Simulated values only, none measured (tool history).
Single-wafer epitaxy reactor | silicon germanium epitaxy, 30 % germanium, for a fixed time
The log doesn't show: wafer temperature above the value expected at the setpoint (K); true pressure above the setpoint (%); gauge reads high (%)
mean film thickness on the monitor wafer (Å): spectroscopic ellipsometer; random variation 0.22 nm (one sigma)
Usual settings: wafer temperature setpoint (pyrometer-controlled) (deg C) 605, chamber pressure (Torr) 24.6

| run | hour | wafer temperature setpoint (pyrometer-controlled) (deg C) | chamber pressure (Torr) | wafers since the last listed run | hours since the last pyrometer calibration | hours since the last manometer calibration | hours since the showerhead was replaced | hours since the gauge calibration | read-back reference wafer on the same gauge, thickness_nm | mean film thickness on the monitor wafer (Å) |
|---|---|---|---|---|---|---|---|---|---|---|
| 1 | 0 | 605 | 20.6 | 0 | 1597 | 1488.3 | 4385.2 | 73.1 | 64.68 | 773.96 |
| 2 | 17.9 | 605 | 28.5 | 244 | 1614.9 | 1506.2 | 4403.1 | 91 | 64.698 | 877.88 |
| 3 | 31.2 | 605 | 24.6 | 181 | 1628.2 | 1519.5 | 4416.4 | 104.3 | 64.728 | 831.53 |
| 4 | 45.9 | 605 | 24.6 | 200 | 1642.9 | 1534.2 | 4431.1 | 119 | 64.662 | 834.38 |
| 5 | 55.5 | 605 | 24.6 | 131 | 1652.5 | 1543.8 | 4440.7 | 128.6 | 64.741 | 832.98 |
|  | 106.6 | capacitance manometer re-zeroed and calibrated |
| 6 | 107.1 | 596 | 21.1 | 595 | 1704.1 | 0.5 | 4492.3 | 180.2 | 64.646 | 666.35 |
|  | 121.3 | pyrometer calibrated |
|  | 122.7 | showerhead replaced |
| 7 | 147.6 | 605 | 24.6 | 424 | 26.3 | 41 | 24.9 | 220.7 | 64.731 | 757.89 |
| 8 | 153.7 | 611 | 24.6 | 83 | 32.4 | 47.1 | 31 | 226.8 | 64.699 | 851.54 |
| 9 | 170.9 | 612 | 29.5 | 234 | 49.6 | 64.3 | 48.2 | 244 | 64.715 | 926.88 |
| 10 | 180.4 | 601 | 21.3 | 129 | 59.1 | 73.8 | 57.7 | 253.5 | 64.688 | 663.3 |
|  | 182.4 | gauge calibrated |
| 11 | 195.6 | 605 | 24.6 | 207 | 74.3 | 89 | 72.9 | 13.2 | 64.684 | 759.48 |
| 12 | 204 | 600 | 28 | 114 | 82.7 | 97.4 | 81.3 | 21.6 | 64.669 | 725.33 |
| 13 | 214.2 | 597 | 24.6 | 139 | 92.9 | 107.6 | 91.5 | 31.8 | 64.72 | 650.45 |
| 14 | 223.1 | 605 | 24.6 | 121 | 101.8 | 116.5 | 100.4 | 40.7 | 64.638 | 756.88 |
| 15 | 233.6 | 605 | 24.6 | 143 | 112.3 | 127 | 110.9 | 51.2 | 64.703 | 758.84 |
| 16 | 247 | 616 | 19.1 | 182 | 125.7 | 140.4 | 124.3 | 64.6 | 64.715 | 849.69 |

Forecast each of these 5 alternatives for the next run:
| A | 247.4 | 605 | 21.3 | 5 | 126.1 | 140.8 | 124.7 | 65 | ? | ? |
| B | 247.4 | 605 | 28.6 | 5 | 126.1 | 140.8 | 124.7 | 65 | ? | ? |
| C | 247.4 | 605 | 27.5 | 5 | 126.1 | 140.8 | 124.7 | 65 | ? | ? |
| D | 247.4 | 590 | 28 | 5 | 126.1 | 140.8 | 124.7 | 65 | ? | ? |
| E | 247.4 | 605 | 28.1 | 5 | 126.1 | 140.8 | 124.7 | 65 | ? | ? |

| run | read-back reference wafer on the same gauge, thickness_nm | mean film thickness on the monitor wafer (Å) |
|---|---|---|
| A | 64.716 | 718.95 |
| B | 64.716 | 804.12 |
| C | 64.716 | 792.16 |
| D | 64.716 | 595.01 |
| E | 64.716 | 798.72 |
Without the tool's hidden state the same runs would have given:
| run | mean film thickness on the monitor wafer (Å) |
|---|---|
| A | 730.86 |
| B | 817.44 |
| C | 805.27 |
| D | 605.23 |
| E | 811.94 |
